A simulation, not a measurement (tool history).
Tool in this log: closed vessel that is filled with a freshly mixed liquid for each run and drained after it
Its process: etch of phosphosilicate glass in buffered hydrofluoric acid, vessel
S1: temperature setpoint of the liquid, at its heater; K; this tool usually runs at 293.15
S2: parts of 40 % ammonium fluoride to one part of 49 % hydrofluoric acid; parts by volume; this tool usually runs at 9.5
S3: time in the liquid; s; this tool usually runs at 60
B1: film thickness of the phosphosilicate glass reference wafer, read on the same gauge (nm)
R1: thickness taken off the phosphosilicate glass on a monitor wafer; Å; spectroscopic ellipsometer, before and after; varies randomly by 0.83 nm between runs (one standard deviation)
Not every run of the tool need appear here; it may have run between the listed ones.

{"run": 1, "day": 0.0, "S1": 293.15, "S2": 9.5, "S3": 45, "B1": 99.56, "R1": 1588.8}
{"run": 2, "day": 2.138, "S1": 293.15, "S2": 9.5, "S3": 45, "B1": 99.47, "R1": 1584.8}
{"run": 3, "day": 3.604, "S1": 296.15, "S2": 9.5, "S3": 60, "B1": 99.38, "R1": 2479.9}
{"run": 4, "day": 4.896, "S1": 293.15, "S2": 9.5, "S3": 40, "B1": 99.33, "R1": 1403.7}
{"run": 5, "day": 7.708, "S1": 293.15, "S2": 9.5, "S3": 40, "B1": 99.17, "R1": 1413.1}
{"run": 6, "day": 9.729, "S1": 293.15, "S2": 9.5, "S3": 40, "B1": 99.04, "R1": 1407.9}
{"run": 7, "day": 11.588, "S1": 293.15, "S2": 9.5, "S3": 60, "B1": 98.93, "R1": 2111.2}
{"run": 8, "day": 14.138, "S1": 293.15, "S2": 9.5, "S3": 60, "B1": 98.74, "R1": 2100.6}
{"run": 9, "day": 16.15, "S1": 293.15, "S2": 9.5, "S3": 75, "B1": 98.61, "R1": 2624.7}
{"day": 17.188, "done": "thermometer replaced"}
{"run": 10, "day": 17.771, "S1": 293.15, "S2": 9.5, "S3": 75, "B1": 98.48, "R1": 2608.5}
{"run": 11, "day": 20.671, "S1": 293.15, "S2": 9.5, "S3": 75, "B1": 98.27, "R1": 2600.5}
{"run": 12, "day": 22.35, "S1": 293.15, "S2": 9.5, "S3": 60, "B1": 98.14, "R1": 2093.0}
{"run": 13, "day": 24.508, "S1": 293.15, "S2": 9.5, "S3": 60, "B1": 97.93, "R1": 2078.2}
{"day": 26.067, "done": "hydrofluoric acid flow meter replaced"}
{"run": 14, "day": 26.604, "S1": 293.15, "S2": 9.5, "S3": 60, "B1": 97.74, "R1": 2074.4}
{"run": 15, "day": 27.771, "S1": 293.15, "S2": 9.5, "S3": 60, "B1": 97.66, "R1": 2086.3}
{"run": 16, "day": 30.321, "S1": 293.15, "S2": 9.5, "S3": 60, "B1": 97.42, "R1": 2069.4}
{"day": 30.475, "done": "gauge calibrated"}
{"run": 17, "day": 31.367, "S1": 293.15, "S2": 6.0, "S3": 60, "B1": 99.81, "R1": 3305.0}
{"run": 18, "day": 33.8, "S1": 293.15, "S2": 5.5, "S3": 75, "B1": 99.83, "R1": 4441.0}
{"run": 19, "day": 35.375, "S1": 291.15, "S2": 10.5, "S3": 80, "B1": 99.81, "R1": 2348.3}
{"run": 20, "day": 37.329, "S1": 295.65, "S2": 8.5, "S3": 85, "B1": 99.8, "R1": 3795.7}
{"run": 21, "day": 39.383, "S1": 296.15, "S2": 9.5, "S3": 45, "B1": 99.75, "R1": 1874.7}
{"run": 22, "day": 40.579, "S1": 290.15, "S2": 8.5, "S3": 60, "B1": 99.72, "R1": 1975.2}
{"run": 23, "day": 42.438, "S1": 293.15, "S2": 9.5, "S3": 60, "B1": 99.72, "R1": 2106.1}
{"run": 24, "day": 44.042, "S1": 293.15, "S2": 12.5, "S3": 60, "B1": 99.69, "R1": 1648.8}
{"run": 25, "day": 46.525, "S1": 293.15, "S2": 9.5, "S3": 60, "B1": 99.63, "R1": 2108.4}
{"day": 47.975, "done": "thermometer replaced"}
{"run": 26, "day": 48.525, "S1": 293.15, "S2": 9.5, "S3": 40, "B1": 99.59, "R1": 1411.6}
{"run": 27, "day": 49.558, "S1": 290.15, "S2": 9.5, "S3": 35, "B1": 99.53, "R1": 1041.5}
{"run": 28, "day": 50.658, "S1": 290.15, "S2": 11.5, "S3": 60, "B1": 99.51, "R1": 1503.3}
{"run": 29, "day": 53.612, "S1": 297.65, "S2": 9.5, "S3": 60, "B1": 99.38, "R1": 2725.8}
{"run": 30, "day": 54.646, "S1": 295.15, "S2": 9.5, "S3": 35, "B1": 99.34, "R1": 1374.8}

Below, some changes in R1 between adjacent runs. For each, the amount present without the hidden state too (settings, incoming material, random variation) and the amount remaining for the hidden state with gauge scatter not shared by both compared results:
Unlogged tool condition in this case: liquid hotter than its thermometer reads (K); hydrofluoric acid flow above the setpoint (%); gauge reads high (%).
Run 6 -> 7: S3 40 -> 60. R1 +703.3 Å: hidden state -9.4, all else +712.7.
Run 8 -> 9: S3 60 -> 75. R1 +524.1 Å: hidden state -10.6, all else +534.7.
Run 16 -> 17: S2 9.5 -> 6.0, gauge calibrated. R1 +1235.6 Å: hidden state +49.6, all else +1186.0.
Run 18 -> 19: S1 293.15 -> 291.15, S2 5.5 -> 10.5, S3 75 -> 80. R1 -2092.7 Å: hidden state +3.4, all else -2096.1.
Run 19 -> 20: S1 291.15 -> 295.65, S2 10.5 -> 8.5, S3 80 -> 85. R1 +1447.4 Å: hidden state -3.5, all else +1450.9.
Run 20 -> 21: S1 295.65 -> 296.15, S2 8.5 -> 9.5, S3 85 -> 45. R1 -1921.0 Å: hidden state +3.5, all else -1924.5.
